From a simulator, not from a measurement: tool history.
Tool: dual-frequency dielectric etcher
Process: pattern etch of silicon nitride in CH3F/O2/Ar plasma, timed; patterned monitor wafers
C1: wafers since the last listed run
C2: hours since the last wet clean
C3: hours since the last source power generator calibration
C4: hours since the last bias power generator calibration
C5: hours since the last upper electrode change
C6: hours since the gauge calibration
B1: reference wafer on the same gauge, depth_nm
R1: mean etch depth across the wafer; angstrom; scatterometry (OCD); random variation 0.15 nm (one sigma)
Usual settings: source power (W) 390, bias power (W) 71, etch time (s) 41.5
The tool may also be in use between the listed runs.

{"run": 1, "hour": 0.0, "source power (W)": 390, "bias power (W)": 71, "etch time (s)": 33.5, "C1": 0, "C2": 250.4, "C3": 3445.2, "C4": 1564.2, "C5": 2765.2, "C6": 1707.5, "B1": 34.68, "R1": 247.5}
{"run": 2, "hour": 69.1, "source power (W)": 390, "bias power (W)": 71, "etch time (s)": 33.5, "C1": 1042, "C2": 319.5, "C3": 3514.3, "C4": 1633.3, "C5": 2834.3, "C6": 1776.6, "B1": 34.69, "R1": 246.1}
{"run": 3, "hour": 94.1, "source power (W)": 390, "bias power (W)": 71, "etch time (s)": 41.5, "C1": 377, "C2": 344.5, "C3": 3539.3, "C4": 1658.3, "C5": 2859.3, "C6": 1801.6, "B1": 34.7, "R1": 305.4}
{"hour": 123.0, "done": "gauge calibrated"}
{"run": 4, "hour": 139.1, "source power (W)": 390, "bias power (W)": 71, "etch time (s)": 41.5, "C1": 679, "C2": 389.5, "C3": 3584.3, "C4": 1703.3, "C5": 2904.3, "C6": 16.1, "B1": 34.71, "R1": 300.7}
{"hour": 193.2, "done": "wet clean of the chamber"}
{"run": 5, "hour": 193.7, "source power (W)": 390, "bias power (W)": 71, "etch time (s)": 41.5, "C1": 461, "C2": 0.5, "C3": 3638.9, "C4": 1757.9, "C5": 2958.9, "C6": 70.7, "B1": 34.73, "R1": 311.1}
{"run": 6, "hour": 228.2, "source power (W)": 390, "bias power (W)": 57, "etch time (s)": 41.5, "C1": 520, "C2": 35, "C3": 3673.4, "C4": 1792.4, "C5": 2993.4, "C6": 105.2, "B1": 34.74, "R1": 287.4}
{"run": 7, "hour": 288.1, "source power (W)": 390, "bias power (W)": 71, "etch time (s)": 41.5, "C1": 903, "C2": 94.9, "C3": 3733.3, "C4": 1852.3, "C5": 3053.3, "C6": 165.1, "B1": 34.71, "R1": 305.8}
{"run": 8, "hour": 324.4, "source power (W)": 440, "bias power (W)": 71, "etch time (s)": 41.5, "C1": 547, "C2": 131.2, "C3": 3769.6, "C4": 1888.6, "C5": 3089.6, "C6": 201.4, "B1": 34.78, "R1": 319.5}
{"run": 9, "hour": 360.8, "source power (W)": 480, "bias power (W)": 87, "etch time (s)": 35.5, "C1": 549, "C2": 167.6, "C3": 3806, "C4": 1925, "C5": 3126, "C6": 237.8, "B1": 34.68, "R1": 298.5}
{"run": 10, "hour": 414.2, "source power (W)": 390, "bias power (W)": 58, "etch time (s)": 41.5, "C1": 805, "C2": 221, "C3": 3859.4, "C4": 1978.4, "C5": 3179.4, "C6": 291.2, "B1": 34.7, "R1": 285.6}
{"run": 11, "hour": 456.3, "source power (W)": 350, "bias power (W)": 79, "etch time (s)": 41.5, "C1": 635, "C2": 263.1, "C3": 3901.5, "C4": 2020.5, "C5": 3221.5, "C6": 333.3, "B1": 34.74, "R1": 300}
{"hour": 498.0, "done": "bias power generator calibrated"}
{"run": 12, "hour": 509.9, "source power (W)": 390, "bias power (W)": 71, "etch time (s)": 41.5, "C1": 748, "C2": 316.7, "C3": 3955.1, "C4": 11.9, "C5": 3275.1, "C6": 386.9, "B1": 34.74, "R1": 299.8}
{"run": 13, "hour": 573.3, "source power (W)": 290, "bias power (W)": 80, "etch time (s)": 50.5, "C1": 956, "C2": 380.1, "C3": 4018.5, "C4": 75.3, "C5": 3338.5, "C6": 450.3, "B1": 34.69, "R1": 341.3}
{"hour": 580.4, "done": "source power generator calibrated"}
{"hour": 628.3, "done": "wet clean of the chamber"}
{"run": 14, "hour": 644.4, "source power (W)": 420, "bias power (W)": 81, "etch time (s)": 37.5, "C1": 650, "C2": 16.1, "C3": 64, "C4": 146.4, "C5": 3409.6, "C6": 521.4, "B1": 34.63, "R1": 299}
{"hour": 677.4, "done": "upper electrode replaced"}
{"run": 15, "hour": 686.0, "source power (W)": 390, "bias power (W)": 71, "etch time (s)": 41.5, "C1": 265, "C2": 57.7, "C3": 105.6, "C4": 188, "C5": 8.6, "C6": 563, "B1": 34.73, "R1": 309.1}
{"run": 16, "hour": 735.1, "source power (W)": 430, "bias power (W)": 87, "etch time (s)": 51, "C1": 740, "C2": 106.8, "C3": 154.7, "C4": 237.1, "C5": 57.7, "C6": 612.1, "B1": 34.68, "R1": 416.6}
{"run": 17, "hour": 796.0, "source power (W)": 390, "bias power (W)": 71, "etch time (s)": 41.5, "C1": 918, "C2": 167.7, "C3": 215.6, "C4": 298, "C5": 118.6, "C6": 673, "B1": 34.7, "R1": 307.5}
{"run": 18, "hour": 826.5, "source power (W)": 350, "bias power (W)": 79, "etch time (s)": 41.5, "C1": 460, "C2": 198.2, "C3": 246.1, "C4": 328.5, "C5": 149.1, "C6": 703.5, "B1": 34.67, "R1": 303}
{"run": 19, "hour": 895.0, "source power (W)": 420, "bias power (W)": 57, "etch time (s)": 31.5, "C1": 1033, "C2": 266.7, "C3": 314.6, "C4": 397, "C5": 217.6, "C6": 772, "B1": 34.71, "R1": 221.8}
{"run": 20, "hour": 1013.4, "source power (W)": 390, "bias power (W)": 62, "etch time (s)": 41.5, "C1": 1786, "C2": 385.1, "C3": 433, "C4": 515.4, "C5": 336, "C6": 890.4, "B1": 34.74, "R1": 288.6}
{"run": 21, "hour": 1064.8, "source power (W)": 390, "bias power (W)": 71, "etch time (s)": 52.5, "C1": 775, "C2": 436.5, "C3": 484.4, "C4": 566.8, "C5": 387.4, "C6": 941.8, "B1": 34.72, "R1": 377.3}
{"hour": 1099.2, "done": "wet clean of the chamber"}
{"run": 22, "hour": 1099.7, "source power (W)": 480, "bias power (W)": 71, "etch time (s)": 49, "C1": 164, "C2": 0.5, "C3": 519.3, "C4": 601.7, "C5": 422.3, "C6": 976.7, "B1": 34.76, "R1": 394}
{"run": 23, "hour": 1131.1, "source power (W)": 390, "bias power (W)": 71, "etch time (s)": 48.5, "C1": 473, "C2": 31.9, "C3": 550.7, "C4": 633.1, "C5": 453.7, "C6": 1008.1, "B1": 34.71, "R1": 359.7}
{"run": 24, "hour": 1190.3, "source power (W)": 450, "bias power (W)": 84, "etch time (s)": 35.5, "C1": 893, "C2": 91.1, "C3": 609.9, "C4": 692.3, "C5": 512.9, "C6": 1067.3, "B1": 34.69, "R1": 290.1}
{"run": 25, "hour": 1232.9, "source power (W)": 440, "bias power (W)": 57, "etch time (s)": 41.5, "C1": 642, "C2": 133.7, "C3": 652.5, "C4": 734.9, "C5": 555.5, "C6": 1109.9, "B1": 34.7, "R1": 299.4}
{"run": 26, "hour": 1282.2, "source power (W)": 360, "bias power (W)": 71, "etch time (s)": 49.5, "C1": 743, "C2": 183, "C3": 701.8, "C4": 784.2, "C5": 604.8, "C6": 1159.2, "B1": 34.62, "R1": 352.8}
{"run": 27, "hour": 1327.2, "source power (W)": 390, "bias power (W)": 71, "etch time (s)": 41.5, "C1": 679, "C2": 228, "C3": 746.8, "C4": 829.2, "C5": 649.8, "C6": 1204.2, "B1": 34.68, "R1": 304.3}
{"hour": 1486.5, "done": "wet clean of the chamber"}
{"run": 28, "hour": 1518.6, "source power (W)": 390, "bias power (W)": 71, "etch time (s)": 41.5, "C1": 2526, "C2": 32.1, "C3": 938.2, "C4": 1020.6, "C5": 841.2, "C6": 1395.6, "B1": 34.69, "R1": 303.9}
{"run": 29, "hour": 1548.3, "source power (W)": 390, "bias power (W)": 71, "etch time (s)": 52.5, "C1": 448, "C2": 61.8, "C3": 967.9, "C4": 1050.3, "C5": 870.9, "C6": 1425.3, "B1": 34.72, "R1": 388.9}

5 ways to go on from here, each from the tool as it stands after run 29. What would each give?
{"run": "A", "hour": 1548.7, "source power (W)": 390, "bias power (W)": 71, "etch time (s)": 31.5, "C1": 6, "C2": 62.2, "C3": 968.3, "C4": 1050.7, "C5": 871.3, "C6": 1425.7, "B1": "?", "R1": "?"}
{"run": "B", "hour": 1548.7, "source power (W)": 460, "bias power (W)": 64, "etch time (s)": 50, "C1": 6, "C2": 62.2, "C3": 968.3, "C4": 1050.7, "C5": 871.3, "C6": 1425.7, "B1": "?", "R1": "?"}
{"run": "C", "hour": 1548.7, "source power (W)": 470, "bias power (W)": 60, "etch time (s)": 31, "C1": 6, "C2": 62.2, "C3": 968.3, "C4": 1050.7, "C5": 871.3, "C6": 1425.7, "B1": "?", "R1": "?"}
{"run": "D", "hour": 1548.7, "source power (W)": 450, "bias power (W)": 80, "etch time (s)": 31.5, "C1": 6, "C2": 62.2, "C3": 968.3, "C4": 1050.7, "C5": 871.3, "C6": 1425.7, "B1": "?", "R1": "?"}
{"run": "E", "hour": 1548.7, "source power (W)": 460, "bias power (W)": 65, "etch time (s)": 54, "C1": 6, "C2": 62.2, "C3": 968.3, "C4": 1050.7, "C5": 871.3, "C6": 1425.7, "B1": "?", "R1": "?"}

run=A B1=34.71 R1=233.2
run=B B1=34.71 R1=380.4
run=C B1=34.71 R1=233.4
run=D B1=34.71 R1=254.1
run=E B1=34.71 R1=412.7
Without the tool's hidden state the same runs would have given:
run=A R1=235.8
run=B R1=384.7
run=C R1=236
run=D R1=257
run=E R1=417.4

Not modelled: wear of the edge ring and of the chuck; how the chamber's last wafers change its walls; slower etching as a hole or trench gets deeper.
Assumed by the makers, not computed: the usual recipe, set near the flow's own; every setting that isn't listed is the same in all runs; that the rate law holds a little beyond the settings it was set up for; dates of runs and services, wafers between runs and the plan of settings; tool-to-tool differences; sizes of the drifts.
